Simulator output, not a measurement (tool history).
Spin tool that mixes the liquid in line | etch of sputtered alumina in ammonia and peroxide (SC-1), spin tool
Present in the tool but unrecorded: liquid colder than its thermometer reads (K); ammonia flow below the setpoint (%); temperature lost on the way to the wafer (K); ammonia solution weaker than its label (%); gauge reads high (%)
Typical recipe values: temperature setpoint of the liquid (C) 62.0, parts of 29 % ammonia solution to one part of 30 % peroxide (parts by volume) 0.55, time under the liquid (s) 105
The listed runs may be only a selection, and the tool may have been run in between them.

run	hour	temperature setpoint of the liquid (C)	parts of 29 % ammonia solution to one part of 30 % peroxide (parts by volume)	time under the liquid (s)	wafers since the last listed run	hours since the thermometer was replaced	hours since the ammonia flow meter was replaced	hours since the heated supply line was repaired	hours since the drum of ammonia solution was connected	hours since the gauge calibration	read-back film thickness of the sputtered alumina reference wafer, read on the same gauge (nm)	thickness taken off the sputtered alumina on a monitor wafer (Å)
1	0.0	62.0	0.55	105	0	471.0	2184.3	3026.3	288.9	30.2	70.02	90.8
2	11.6	62.0	0.55	105	83	482.6	2195.9	3037.9	300.5	41.8	70.00	88.9
3	19.7	62.0	0.55	105	58	490.7	2204.0	3046.0	308.6	49.9	69.99	89.9
4	35.2	62.0	0.55	105	111	506.2	2219.5	3061.5	324.1	65.4	70.04	88.6
5	43.3	62.0	0.55	105	58	514.3	2227.6	3069.6	332.2	73.5	70.01	88.5
6	58.1	62.0	0.55	105	106	529.1	2242.4	3084.4	347.0	88.3	69.99	88.8
# hour 80.9: ammonia flow meter replaced
# hour 88.7: new drum of ammonia solution connected
7	91.5	62.0	0.55	105	225	562.5	10.6	3117.8	2.8	121.7	70.01	88.1
8	108.5	54.0	0.55	105	122	579.5	27.6	3134.8	19.8	138.7	69.98	57.5
9	120.9	54.0	0.55	105	89	591.9	40.0	3147.2	32.2	151.1	69.99	56.8
# hour 158.0: gauge calibrated
10	174.0	62.0	0.55	105	381	645.0	93.1	3200.3	85.3	16.0	70.02	87.3
11	186.5	62.0	0.55	105	89	657.5	105.6	3212.8	97.8	28.5	70.00	87.8
# hour 192.0: heated supply line repaired
12	197.3	62.0	0.55	105	70	668.3	116.4	5.3	108.6	39.3	69.99	87.2
# hour 203.2: thermometer replaced
13	210.8	62.0	0.55	145	89	7.6	129.9	18.8	122.1	52.8	70.01	136.1
14	220.6	62.0	0.55	105	70	17.4	139.7	28.6	131.9	62.6	69.98	99.1
15	237.0	53.0	0.25	105	117	33.8	156.1	45.0	148.3	79.0	70.01	55.9
16	244.8	53.0	0.75	105	56	41.6	163.9	52.8	156.1	86.8	70.00	63.4
17	252.7	54.0	0.30	105	56	49.5	171.8	60.7	164.0	94.7	70.02	59.7
18	259.8	68.5	0.85	105	51	56.6	178.9	67.8	171.1	101.8	69.99	138.9
19	266.1	68.0	0.35	105	45	62.9	185.2	74.1	177.4	108.1	70.01	125.3

Some steps in thickness taken off the sputtered alumina on a monitor wafer (Å) between neighbouring runs. How much of each would the tool show without its hidden state too (settings, what came in, random variation), and how much is left for the hidden state, with any gauge scatter that isn't in both results?
Run 12 -> 13: time under the liquid (s) 105 -> 145, thermometer replaced. thickness taken off the sputtered alumina on a monitor wafer (Å) +48.9: hidden state +10.2, all else +38.7.
Run 17 -> 18: temperature setpoint of the liquid (C) 54.0 -> 68.5, parts of 29 % ammonia solution to one part of 30 % peroxide (parts by volume) 0.30 -> 0.85. thickness taken off the sputtered alumina on a monitor wafer (Å) +79.2: hidden state -1.7, all else +80.9.
